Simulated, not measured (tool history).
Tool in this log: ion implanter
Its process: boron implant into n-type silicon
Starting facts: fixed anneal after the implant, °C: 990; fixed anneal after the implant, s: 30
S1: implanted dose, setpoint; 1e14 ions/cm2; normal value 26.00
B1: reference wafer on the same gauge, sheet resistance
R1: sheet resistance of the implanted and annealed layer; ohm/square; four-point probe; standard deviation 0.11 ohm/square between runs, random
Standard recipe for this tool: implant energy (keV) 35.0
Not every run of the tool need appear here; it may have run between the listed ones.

run 1 hour=0.0 | S1=26.00 implant_energy_(keV)=35.0 | B1=69.41 | R1=60.88
-- hour=46.9 Faraday cup replaced and dose calibrated
run 2 hour=53.2 | S1=26.00 implant_energy_(keV)=35.0 | B1=69.40 | R1=59.91
run 3 hour=132.5 | S1=26.00 implant_energy_(keV)=35.0 | B1=69.39 | R1=59.91
run 4 hour=224.8 | S1=26.00 implant_energy_(keV)=35.0 | B1=69.41 | R1=60.11
run 5 hour=321.9 | S1=26.00 implant_energy_(keV)=41.0 | B1=69.39 | R1=58.45
run 6 hour=424.4 | S1=26.00 implant_energy_(keV)=35.0 | B1=69.37 | R1=60.32
run 7 hour=510.4 | S1=26.00 implant_energy_(keV)=35.0 | B1=69.35 | R1=60.49
run 8 hour=556.9 | S1=26.00 implant_energy_(keV)=35.0 | B1=69.41 | R1=60.50
run 9 hour=631.9 | S1=26.00 implant_energy_(keV)=35.0 | B1=69.40 | R1=60.53
run 10 hour=738.5 | S1=26.00 implant_energy_(keV)=35.0 | B1=69.41 | R1=60.70
run 11 hour=837.7 | S1=26.00 implant_energy_(keV)=28.5 | B1=69.45 | R1=64.31
run 12 hour=895.8 | S1=26.00 implant_energy_(keV)=28.5 | B1=69.41 | R1=64.06
run 13 hour=1003.5 | S1=26.00 implant_energy_(keV)=28.5 | B1=69.32 | R1=64.40
run 14 hour=1090.8 | S1=26.00 implant_energy_(keV)=35.0 | B1=69.41 | R1=61.17
run 15 hour=1156.5 | S1=26.00 implant_energy_(keV)=35.0 | B1=69.46 | R1=61.05
run 16 hour=1257.6 | S1=26.00 implant_energy_(keV)=35.0 | B1=69.38 | R1=61.29
run 17 hour=1299.7 | S1=23.73 implant_energy_(keV)=35.0 | B1=69.41 | R1=64.57
run 18 hour=1368.8 | S1=30.04 implant_energy_(keV)=38.5 | B1=69.40 | R1=55.55
-- hour=1423.1 extraction supply calibrated
run 19 hour=1441.0 | S1=26.00 implant_energy_(keV)=35.0 | B1=69.38 | R1=60.81
run 20 hour=1495.4 | S1=21.83 implant_energy_(keV)=46.5 | B1=69.42 | R1=65.60
run 21 hour=1554.3 | S1=20.90 implant_energy_(keV)=30.5 | B1=69.36 | R1=71.58
-- hour=1565.8 Faraday cup replaced and dose calibrated
run 22 hour=1656.3 | S1=26.00 implant_energy_(keV)=35.0 | B1=69.40 | R1=59.88
run 23 hour=1747.1 | S1=19.93 implant_energy_(keV)=38.5 | B1=69.40 | R1=69.74
run 24 hour=1793.8 | S1=26.00 implant_energy_(keV)=35.0 | B1=69.39 | R1=60.07
-- hour=1798.4 gauge calibrated
run 25 hour=1888.6 | S1=19.70 implant_energy_(keV)=24.5 | B1=69.42 | R1=76.30
run 26 hour=1972.4 | S1=26.00 implant_energy_(keV)=35.0 | B1=69.36 | R1=60.19
run 27 hour=2048.9 | S1=33.69 implant_energy_(keV)=38.0 | B1=69.44 | R1=51.49
run 28 hour=2102.5 | S1=26.00 implant_energy_(keV)=35.0 | B1=69.44 | R1=60.26
run 29 hour=2162.8 | S1=30.08 implant_energy_(keV)=24.0 | B1=69.44 | R1=63.29
run 30 hour=2241.0 | S1=26.00 implant_energy_(keV)=31.0 | B1=69.40 | R1=61.88
run 31 hour=2312.4 | S1=26.00 implant_energy_(keV)=35.0 | B1=69.42 | R1=60.41
run 32 hour=2358.1 | S1=19.29 implant_energy_(keV)=28.0 | B1=69.40 | R1=75.75

Measured minus without-hidden-state, run by run (identical run-to-run variation in each term; gauge scatter may differ):
The hidden state here: deviation of the true dose from the Faraday cup's reading, %; deviation of the true energy from its setpoint, %; gauge reads high (%).
run=1 R1=+1.09
run=2 R1=+0.18
run=3 R1=+0.25
run=4 R1=+0.34
run=5 R1=+0.41
run=6 R1=+0.54
run=7 R1=+0.63
run=8 R1=+0.68
run=9 R1=+0.76
run=10 R1=+0.88
run=11 R1=+1.07
run=12 R1=+1.14
run=13 R1=+1.29
run=14 R1=+1.30
run=15 R1=+1.38
run=16 R1=+1.51
run=17 R1=+1.64
run=18 R1=+1.48
run=19 R1=+1.01
run=20 R1=+1.48
run=21 R1=+1.43
run=22 R1=+0.07
run=23 R1=+0.26
run=24 R1=+0.19
run=25 R1=+0.34
run=26 R1=+0.33
run=27 R1=+0.26
run=28 R1=+0.45
run=29 R1=+0.32
run=30 R1=+0.55
run=31 R1=+0.64
run=32 R1=+0.94
